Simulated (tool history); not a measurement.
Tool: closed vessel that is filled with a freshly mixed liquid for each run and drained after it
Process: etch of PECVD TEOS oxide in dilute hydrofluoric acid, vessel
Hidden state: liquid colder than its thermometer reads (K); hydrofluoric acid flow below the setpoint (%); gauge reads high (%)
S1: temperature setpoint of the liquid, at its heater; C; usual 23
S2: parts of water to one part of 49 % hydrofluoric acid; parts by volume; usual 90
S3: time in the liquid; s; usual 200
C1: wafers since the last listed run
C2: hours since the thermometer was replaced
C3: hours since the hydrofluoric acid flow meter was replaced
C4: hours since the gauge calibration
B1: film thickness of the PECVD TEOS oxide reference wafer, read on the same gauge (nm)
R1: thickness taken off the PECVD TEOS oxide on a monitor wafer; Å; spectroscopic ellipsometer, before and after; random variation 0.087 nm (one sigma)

run     day  S1   S2   S3     C1      C2      C3     C4      B1     R1
  1   0.000  23   90  200      0   503.1  2001.0  556.8  100.02  191.7
  2   1.958  23  115  200   3562   550.1  2048.0  603.8   99.96  145.3
  3   4.000  23  115  200   3714   599.1  2097.0  652.8  100.00  145.2
  4   8.371  23  115  200   7951   704.0  2201.9  757.7  100.00  145.6
  5  12.104  23   55  200   6791   793.6  2291.5  847.3  100.05  324.2
     18.071  -- gauge calibrated
     20.904  -- hydrofluoric acid flow meter replaced
  6  21.154  23   90  200  16388  1010.8     6.0   74.0   99.98  187.7
     21.758  -- thermometer replaced
  7  24.771  23   90  200   6503    72.3    92.8  160.8   99.99  182.0
  8  26.317  23   90  200   2812   109.4   129.9  197.9   99.97  181.0

The next listed run, before its measurement:
     28.038  -- thermometer replaced, repeated, since the last time left the tool worse
  9  29.896  27  60  200  6435  44.6  215.8  283.8   ?   ?

Run 9 gave B1 99.97, R1 358.7 Å.
Without the tool's hidden state the same run would have given R1 360.7 Å.
